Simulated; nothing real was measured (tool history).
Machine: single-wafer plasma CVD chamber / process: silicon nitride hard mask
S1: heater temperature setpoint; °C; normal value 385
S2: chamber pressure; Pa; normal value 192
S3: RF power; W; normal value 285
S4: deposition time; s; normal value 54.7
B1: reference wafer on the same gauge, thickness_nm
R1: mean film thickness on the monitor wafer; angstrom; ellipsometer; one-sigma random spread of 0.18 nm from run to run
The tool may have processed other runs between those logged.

run    hour   S1   S2   S3    S4      B1      R1
  1       0  385  192  260  54.7    50.7  515.02
  2    73.9  385  192  260  54.7  50.669   514.8
  3   144.4  385  192  285  54.7  50.651  559.52
  4   194.6  385  192  285  54.7  50.711  557.98
  5   271.2  385  192  285  54.7   50.75  558.54
  6   351.6  385  192  285  54.7  50.667  557.99
  7     414  385  192  285  54.7  50.689  564.11
  8   515.2  385  192  285  54.7  50.659  561.56
  9   618.2  381  192  285  54.7  50.732  558.74
 10     670  385  192  285  54.7  50.723  559.64
 11     738  385  192  285  54.7  50.637  559.94
 12   819.8  385  192  285  54.7  50.694   560.5
 13     857  385  192  285  54.7  50.727  558.69
 14   934.3  385  192  240  54.7  50.689  474.64
 15   973.3  385  192  285  54.7  50.665  562.29
 16  1050.7  380  219  240  50.6  50.684  463.39
 17  1128.8  385  192  310  54.7  50.677  599.71
 18  1233.1  385  192  285  54.7  50.713  558.06
 19  1336.5  385  192  320  47.1  50.741  530.38
 20  1381.7  389  208  240  54.7  50.614  490.46
 21  1489.3  385  192  250  54.7  50.711  494.37
 22  1557.7  385  192  335  54.7  50.717  643.41
 23  1655.5  385  192  285  54.7  50.691  559.15
 24  1698.9  397  153  335  62.2  50.683  662.31
 25  1800.7  385  216  285  50.9  50.669  543.32

Taken out of this log: 5 entries between the listed runs. Where each belongs, and how the hidden state differs across it:
Run 10 -> run 11: thermocouple changed; heater temperature recalibrated (hour 683.7)
  the hidden state is the same at both runs
Run 13 -> run 14: RF generator calibrated (hour 880.9); showerhead replaced (hour 890.2)
  the hidden state is the same at both runs
Run 17 -> run 18: gauge calibrated (hour 1189.4)
  the hidden state is the same at both runs
Run 19 -> run 20: capacitance manometer re-zeroed and calibrated (hour 1372)
  the hidden state is the same at both runs
